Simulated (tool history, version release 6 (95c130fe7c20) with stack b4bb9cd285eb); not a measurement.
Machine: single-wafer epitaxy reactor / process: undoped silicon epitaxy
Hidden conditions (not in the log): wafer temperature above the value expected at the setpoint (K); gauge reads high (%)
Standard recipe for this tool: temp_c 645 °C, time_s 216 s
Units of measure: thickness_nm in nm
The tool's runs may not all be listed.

run	hour	temp_c	time_s	wafers since the last listed run	hours since the last pyrometer calibration	hours since the gauge calibration	read-back reference wafer on the same gauge, thickness_nm	thickness_nm
1	0	654	216	0	423	916.4	29.458	37.577
2	86.4	645	216	620	509.4	1002.8	29.484	29.956
3	189.8	645	216	742	612.8	1106.2	29.513	29.897
4	230.7	645	216	293	653.7	1147.1	29.5	29.989
5	351.7	645	216	868	774.7	1268.1	29.499	29.79
6	439.7	654	192	631	862.7	1356.1	29.452	33.197
7	542.3	654	192	736	965.3	1458.7	29.499	33.083
# hour 603.2: pyrometer calibrated
8	637.2	636	194	623	34	1553.6	29.49	21.652
9	700.7	636	194	455	97.5	1617.1	29.519	21.668
# hour 936.1: gauge calibrated
10	976.2	660	229	1977	373	40.1	29.553	46.221
11	1071.7	634	230	685	468.5	135.6	29.482	24.249
12	1115.7	645	216	315	512.5	179.6	29.532	29.975
13	1172.4	634	233	406	569.2	236.3	29.475	24.449
14	1275.9	645	216	742	672.7	339.8	29.482	29.989
15	1369.7	658	216	673	766.5	433.6	29.481	41.158
16	1422.8	636	216	381	819.6	486.7	29.518	23.724
# hour 1483.5: pyrometer calibrated
17	1506.2	645	216	541	22.7	570.1	29.502	30.233
18	1608.3	638	174	732	124.8	672.2	29.535	20.356
19	1751	638	216	1024	267.5	814.9	29.472	25.169

Exercise: give the hidden state of the tool at every run:
gauge reads high (%): 0 across all the runs
H1: wafer temperature above the value expected at the setpoint (K)
run	H1
1	-0.218
2	-0.284
3	-0.364
4	-0.396
5	-0.49
6	-0.558
7	-0.637
8	0.0729
9	0.0238
10	-0.189
11	-0.263
12	-0.297
13	-0.341
14	-0.421
15	-0.493
16	-0.534
17	-0.0459
18	-0.125
19	-0.235

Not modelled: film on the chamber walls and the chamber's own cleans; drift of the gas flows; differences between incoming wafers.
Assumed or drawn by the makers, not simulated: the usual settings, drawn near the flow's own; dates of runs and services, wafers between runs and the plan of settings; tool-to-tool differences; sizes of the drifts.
